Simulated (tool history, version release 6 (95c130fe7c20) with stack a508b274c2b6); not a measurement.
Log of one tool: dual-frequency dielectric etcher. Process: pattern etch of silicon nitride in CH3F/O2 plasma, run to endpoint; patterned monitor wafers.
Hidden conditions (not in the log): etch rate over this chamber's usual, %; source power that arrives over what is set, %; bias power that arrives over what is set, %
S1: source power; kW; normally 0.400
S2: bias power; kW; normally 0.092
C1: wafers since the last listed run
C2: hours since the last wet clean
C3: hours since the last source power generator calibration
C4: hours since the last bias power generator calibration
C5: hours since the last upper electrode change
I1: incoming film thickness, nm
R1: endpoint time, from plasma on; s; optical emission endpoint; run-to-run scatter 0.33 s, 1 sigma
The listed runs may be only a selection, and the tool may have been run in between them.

Run 1, hour 0.0: usual settings; C1 0; C2 26.6; C3 3056.2; C4 3879.3; C5 4005.5; I1 100.1. Result: R1 110.7 s.
Run 2, hour 60.7: usual settings but S2 0.107 kW; C1 496; C2 87.3; C3 3116.9; C4 3940.0; C5 4066.2; I1 99.7. Result: R1 106.2 s.
Run 3, hour 92.9: usual settings but S2 0.107 kW; C1 263; C2 119.5; C3 3149.1; C4 3972.2; C5 4098.4; I1 98.8. Result: R1 105.6 s.
At hour 117.1: source power generator calibrated.
Run 4, hour 155.6: usual settings but S2 0.107 kW; C1 480; C2 182.2; C3 38.5; C4 4034.9; C5 4161.1; I1 99.6. Result: R1 107.7 s.
Run 5, hour 220.6: usual settings; C1 531; C2 247.2; C3 103.5; C4 4099.9; C5 4226.1; I1 98.6. Result: R1 111.3 s.
Run 6, hour 265.9: usual settings; C1 370; C2 292.5; C3 148.8; C4 4145.2; C5 4271.4; I1 99.9. Result: R1 112.4 s.
Run 7, hour 331.8: usual settings; C1 539; C2 358.4; C3 214.7; C4 4211.1; C5 4337.3; I1 98.9. Result: R1 112.8 s.
Run 8, hour 362.9: usual settings; C1 254; C2 389.5; C3 245.8; C4 4242.2; C5 4368.4; I1 99.9. Result: R1 114.5 s.
Run 9, hour 404.3: usual settings; C1 338; C2 430.9; C3 287.2; C4 4283.6; C5 4409.8; I1 99.7. Result: R1 114.2 s.
At hour 467.2: wet clean of the chamber.
Run 10, hour 467.7: usual settings but S2 0.078 kW; C1 322; C2 0.5; C3 350.6; C4 4347.0; C5 4473.2; I1 100.0. Result: R1 115.7 s.
Run 11, hour 482.2: usual settings but S2 0.078 kW; C1 118; C2 15.0; C3 365.1; C4 4361.5; C5 4487.7; I1 99.0. Result: R1 115.6 s.
Run 12, hour 509.2: usual settings but S2 0.078 kW; C1 220; C2 42.0; C3 392.1; C4 4388.5; C5 4514.7; I1 100.2. Result: R1 116.5 s.
Run 13, hour 538.4: usual settings but S2 0.084 kW; C1 238; C2 71.2; C3 421.3; C4 4417.7; C5 4543.9; I1 100.5. Result: R1 114.6 s.
At hour 569.6: bias power generator calibrated.
Run 14, hour 599.7: usual settings; C1 468; C2 132.5; C3 482.6; C4 30.1; C5 4605.2; I1 99.8. Result: R1 111.9 s.
Run 15, hour 663.4: usual settings; C1 521; C2 196.2; C3 546.3; C4 93.8; C5 4668.9; I1 100.4. Result: R1 112.7 s.
Run 16, hour 709.2: usual settings but S2 0.102 kW; C1 374; C2 242.0; C3 592.1; C4 139.6; C5 4714.7; I1 99.3. Result: R1 110.0 s.
At hour 743.5: upper electrode replaced.
Run 17, hour 744.0: usual settings but S2 0.080 kW; C1 88; C2 276.8; C3 626.9; C4 174.4; C5 0.5; I1 100.5. Result: R1 118.4 s.
Run 18, hour 799.9: usual settings but S2 0.107 kW; C1 457; C2 332.7; C3 682.8; C4 230.3; C5 56.4; I1 99.6. Result: R1 108.2 s.
Run 19, hour 841.5: usual settings but S1 0.470 kW, S2 0.086 kW; C1 340; C2 374.3; C3 724.4; C4 271.9; C5 98.0; I1 100.8. Result: R1 110.7 s.
Run 20, hour 869.2: usual settings but S1 0.320 kW, S2 0.076 kW; C1 226; C2 402.0; C3 752.1; C4 299.6; C5 125.7; I1 100.1. Result: R1 128.2 s.
At hour 898.4: wet clean of the chamber.
Run 21, hour 925.1: usual settings but S2 0.103 kW; C1 261; C2 26.7; C3 808.0; C4 355.5; C5 181.6; I1 99.2. Result: R1 107.7 s.
Run 22, hour 962.6: usual settings; C1 306; C2 64.2; C3 845.5; C4 393.0; C5 219.1; I1 99.6. Result: R1 111.4 s.
Run 23, hour 1013.6: usual settings but S1 0.320 kW, S2 0.084 kW; C1 417; C2 115.2; C3 896.5; C4 444.0; C5 270.1; I1 100.9. Result: R1 124.8 s.
Run 24, hour 1081.9: usual settings; C1 558; C2 183.5; C3 964.8; C4 512.3; C5 338.4; I1 99.9. Result: R1 112.6 s.
Run 25, hour 1110.6: usual settings but S1 0.360 kW, S2 0.098 kW; C1 234; C2 212.2; C3 993.5; C4 541.0; C5 367.1; I1 100.7. Result: R1 115.6 s.
Run 26, hour 1154.2: usual settings but S1 0.300 kW, S2 0.107 kW; C1 356; C2 255.8; C3 1037.1; C4 584.6; C5 410.7; I1 99.9. Result: R1 118.5 s.
Run 27, hour 1185.2: usual settings; C1 253; C2 286.8; C3 1068.1; C4 615.6; C5 441.7; I1 100.3. Result: R1 114.1 s.
Run 28, hour 1235.9: usual settings but S1 0.470 kW, S2 0.105 kW; C1 414; C2 337.5; C3 1118.8; C4 666.3; C5 492.4; I1 99.5. Result: R1 104.3 s.
Run 29, hour 1295.2: usual settings but S1 0.370 kW, S2 0.071 kW; C1 485; C2 396.8; C3 1178.1; C4 725.6; C5 551.7; I1 99.3. Result: R1 124.0 s.
At hour 1374.9: wet clean of the chamber.
Run 30, hour 1375.4: usual settings but S1 0.370 kW, S2 0.078 kW; C1 459; C2 0.5; C3 1258.3; C4 805.8; C5 631.9; I1 100.3. Result: R1 119.0 s.
Run 31, hour 1422.0: usual settings; C1 381; C2 47.1; C3 1304.9; C4 852.4; C5 678.5; I1 100.2. Result: R1 111.6 s.
Run 32, hour 1492.2: usual settings; C1 574; C2 117.3; C3 1375.1; C4 922.6; C5 748.7; I1 100.7. Result: R1 112.3 s.
Run 33, hour 1540.9: usual settings but S1 0.470 kW, S2 0.113 kW; C1 398; C2 166.0; C3 1423.8; C4 971.3; C5 797.4; I1 100.4. Result: R1 100.9 s.
Run 34, hour 1576.8: usual settings; C1 293; C2 201.9; C3 1459.7; C4 1007.2; C5 833.3; I1 99.5. Result: R1 112.3 s.
Run 35, hour 1634.5: usual settings but S1 0.320 kW, S2 0.082 kW; C1 472; C2 259.6; C3 1517.4; C4 1064.9; C5 891.0; I1 100.4. Result: R1 124.4 s.

Pick out some run-to-run changes in R1. Of each, how much would a tool without hidden state show as well, from the settings, what came in and chance, and how much is left for the hidden state and any gauge scatter not in both results compared?
Run 9 -> 10: S2 0.092 -> 0.078, wet clean of the chamber. R1 +1.5 s: hidden state -2.9, all else +4.4.
Run 19 -> 20: S1 0.470 -> 0.320, S2 0.086 -> 0.076. R1 +17.5 s: hidden state +0.5, all else +17.0.
Run 20 -> 21: S1 0.320 -> 0.400, S2 0.076 -> 0.103, wet clean of the chamber. R1 -20.5 s: hidden state -2.6, all else -17.9.
Run 28 -> 29: S1 0.470 -> 0.370, S2 0.105 -> 0.071. R1 +19.7 s: hidden state +0.7, all else +19.0.
Run 29 -> 30: S2 0.071 -> 0.078, wet clean of the chamber. R1 -5.0 s: hidden state -3.2, all else -1.8.
